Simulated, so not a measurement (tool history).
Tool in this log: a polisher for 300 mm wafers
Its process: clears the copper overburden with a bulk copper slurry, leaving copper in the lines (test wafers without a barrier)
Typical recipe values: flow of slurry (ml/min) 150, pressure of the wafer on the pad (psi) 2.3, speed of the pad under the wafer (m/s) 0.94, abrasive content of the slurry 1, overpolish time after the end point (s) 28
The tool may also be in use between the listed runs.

| run | hour | flow of slurry (ml/min) | pressure of the wafer on the pad (psi) | speed of the pad under the wafer (m/s) | abrasive content of the slurry | overpolish time after the end point (s) | wafers since the last listed run | wafers polished on this pad | hours since the slurry nozzle was cleaned | hours since the head pressure was calibrated | hours since the slurry blender was calibrated | incoming thickness of the incoming film, nm | time until the end point was called (s) | dishing of a wide line in a test structure (nm) |
|---|---|---|---|---|---|---|---|---|---|---|---|---|---|---|
| 1 | 0 | 150 | 2.3 | 0.94 | 0.85 | 28 | 0 | 567 | 22.6 | 1253.2 | 439.2 | 928.4 | 180.8 | 77.8 |
| 2 | 13.7 | 150 | 2.3 | 0.94 | 1 | 28 | 58 | 626 | 36.3 | 1266.9 | 452.9 | 927.7 | 171.7 | 83.8 |
| 3 | 21.2 | 150 | 2.3 | 0.94 | 1 | 28 | 31 | 658 | 43.8 | 1274.4 | 460.4 | 934.3 | 178.1 | 79 |
|  | 25.1 | slurry blender recalibrated |
| 4 | 37.4 | 150 | 2.3 | 0.94 | 1 | 28 | 60 | 718 | 60 | 1290.6 | 12.3 | 924.8 | 179.4 | 82.1 |
| 5 | 49.2 | 150 | 2.3 | 0.94 | 1.15 | 28 | 50 | 769 | 71.8 | 1302.4 | 24.1 | 926.8 | 177.7 | 84.2 |
| 6 | 61 | 150 | 2 | 1.14 | 0.8 | 37 | 50 | 819 | 83.6 | 1314.2 | 35.9 | 927.8 | 184.5 | 93 |
| 7 | 76.9 | 190 | 1.7 | 1.12 | 1 | 28 | 67 | 887 | 99.5 | 1330.1 | 51.8 | 938.8 | 209.7 | 70.2 |
| 8 | 90.8 | 150 | 2.3 | 0.94 | 1 | 28 | 59 | 946 | 113.4 | 1344 | 65.7 | 929.8 | 187.2 | 76.9 |
| 9 | 98.3 | 120 | 2.3 | 0.64 | 1 | 22 | 31 | 978 | 120.9 | 1351.5 | 73.2 | 938.7 | 276.5 | 48.9 |
| 10 | 115.1 | 190 | 1.7 | 0.94 | 0.75 | 42 | 71 | 1049 | 137.7 | 1368.3 | 90 | 920.9 | 252.1 | 79.8 |
| 11 | 139.2 | 150 | 2.3 | 0.94 | 1 | 28 | 102 | 1152 | 161.8 | 1392.4 | 114.1 | 926 | 186.8 | 74.7 |
| 12 | 152.4 | 150 | 2.9 | 0.94 | 1.25 | 28 | 56 | 1208 | 175 | 1405.6 | 127.3 | 928.1 | 142.5 | 98.4 |
| 13 | 163.6 | 150 | 2.3 | 0.94 | 1.3 | 14 | 47 | 1256 | 186.2 | 1416.8 | 138.5 | 921.6 | 176.9 | 46.1 |
|  | 169.7 | worn pad replaced by a new one |
| 14 | 181.5 | 150 | 2 | 0.94 | 1.2 | 28 | 59 | 50 | 204.1 | 1434.7 | 156.4 | 921 | 208.9 | 73.1 |
| 15 | 192.1 | 105 | 2.3 | 1.12 | 1 | 16 | 45 | 95 | 214.7 | 1445.3 | 167 | 911 | 179.2 | 56.7 |
|  | 205 | head pressure recalibrated |
| 16 | 205.5 | 150 | 2.3 | 0.94 | 1 | 28 | 48 | 144 | 228.1 | 0.5 | 180.4 | 931.4 | 193.6 | 75.4 |
| 17 | 212.2 | 150 | 2.3 | 0.94 | 0.9 | 28 | 28 | 172 | 234.8 | 7.2 | 187.1 | 916.2 | 195.4 | 74.7 |
| 18 | 226 | 150 | 2.3 | 0.94 | 1 | 28 | 58 | 231 | 248.6 | 21 | 200.9 | 920.8 | 188.9 | 75.4 |
| 19 | 237.7 | 180 | 2.3 | 0.94 | 1 | 28 | 49 | 281 | 260.3 | 32.7 | 212.6 | 925 | 185.2 | 79.8 |
| 20 | 243.9 | 150 | 2.3 | 1.12 | 1 | 28 | 26 | 307 | 266.5 | 38.9 | 218.8 | 917.4 | 164.7 | 83.7 |
| 21 | 258.4 | 150 | 2.3 | 0.94 | 1 | 28 | 61 | 369 | 281 | 53.4 | 233.3 | 946.8 | 196 | 77.9 |
| 22 | 272.5 | 150 | 1.5 | 0.94 | 1 | 28 | 60 | 429 | 295.1 | 67.5 | 247.4 | 926 | 291.4 | 54 |
| 23 | 288.8 | 150 | 2.3 | 0.94 | 1 | 28 | 69 | 498 | 311.4 | 83.8 | 263.7 | 920.1 | 189.6 | 77.1 |
| 24 | 297.9 | 195 | 2 | 1.06 | 1 | 23 | 38 | 537 | 320.5 | 92.9 | 272.8 | 923.2 | 185.4 | 67.4 |
|  | 299.5 | slurry nozzle cleaned |
| 25 | 313 | 175 | 2 | 0.94 | 1.15 | 34 | 60 | 597 | 13.5 | 108 | 287.9 | 927.7 | 196.2 | 83.1 |
| 26 | 321.6 | 195 | 2 | 1.06 | 1 | 23 | 36 | 634 | 22.1 | 116.6 | 296.5 | 927.2 | 177.9 | 73.9 |
| 27 | 329.6 | 150 | 2.6 | 0.94 | 1 | 11 | 34 | 668 | 30.1 | 124.6 | 304.5 | 914.6 | 156.4 | 45.4 |
| 28 | 337.4 | 150 | 1.6 | 0.94 | 1 | 28 | 33 | 701 | 37.9 | 132.4 | 312.3 | 945.2 | 258.4 | 61.5 |

Branching from run 28: 5 alternative next runs. What would each branch give?
| A | 337.9 | 110 | 2.3 | 0.94 | 1 | 28 | 2 | 703 | 38.4 | 132.9 | 312.8 | 936.6 | ? | ? |
| B | 337.9 | 150 | 2.3 | 0.94 | 1.2 | 28 | 2 | 703 | 38.4 | 132.9 | 312.8 | 936.6 | ? | ? |
| C | 337.9 | 150 | 2.1 | 0.94 | 1 | 36 | 2 | 703 | 38.4 | 132.9 | 312.8 | 936.6 | ? | ? |
| D | 337.9 | 150 | 2.3 | 1.14 | 0.75 | 19 | 2 | 703 | 38.4 | 132.9 | 312.8 | 936.6 | ? | ? |
| E | 337.9 | 150 | 1.5 | 1.18 | 1 | 28 | 2 | 703 | 38.4 | 132.9 | 312.8 | 936.6 | ? | ? |

| run | time until the end point was called (s) | dishing of a wide line in a test structure (nm) |
|---|---|---|
| A | 190 | 78.1 |
| B | 171.7 | 83.4 |
| C | 195.2 | 88.5 |
| D | 158.8 | 67.5 |
| E | 223 | 65.6 |
The same runs, with their run-to-run variation unchanged, on a tool lacking any hidden condition would have given:
| run | time until the end point was called (s) | dishing of a wide line in a test structure (nm) |
|---|---|---|
| A | 182.7 | 80.1 |
| B | 166.5 | 85 |
| C | 189.3 | 90.1 |
| D | 154 | 69 |
| E | 216.4 | 66.9 |
